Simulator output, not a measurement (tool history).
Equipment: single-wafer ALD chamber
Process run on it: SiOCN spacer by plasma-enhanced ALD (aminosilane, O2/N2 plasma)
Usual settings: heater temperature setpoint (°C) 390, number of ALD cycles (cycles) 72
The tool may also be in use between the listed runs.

run,hour,heater temperature setpoint (°C),number of ALD cycles (cycles),wafers since the last listed run,hours since the last thermocouple change,hours since the gauge calibration,"read-back reference wafer on the same gauge, thickness_nm",mean film thickness on the monitor wafer (Å)
1,0,390,68,0,2660.3,17.1,5.402,47.75
2,8,390,68,27,2668.3,25.1,5.399,47.96
3,16.2,390,76,27,2676.5,33.3,5.405,53.65
4,33,390,76,57,2693.3,50.1,5.401,53.77
5,48.5,390,72,52,2708.8,65.6,5.399,50.63
6,60.2,390,72,39,2720.5,77.3,5.401,50.78
7,72.7,390,72,42,2733,89.8,5.4,50.77
8,78.8,390,72,20,2739.1,95.9,5.4,50.73
9,95.4,390,72,56,2755.7,112.5,5.397,50.44

Forecast run 10:
10,108.5,390,61,44,2768.8,125.6,?,?

read-back reference wafer on the same gauge, thickness_nm: 5.4
mean film thickness on the monitor wafer (Å): 43.01
Minus the tool's unlogged condition, the same run would have read mean film thickness on the monitor wafer (Å) 43.01.
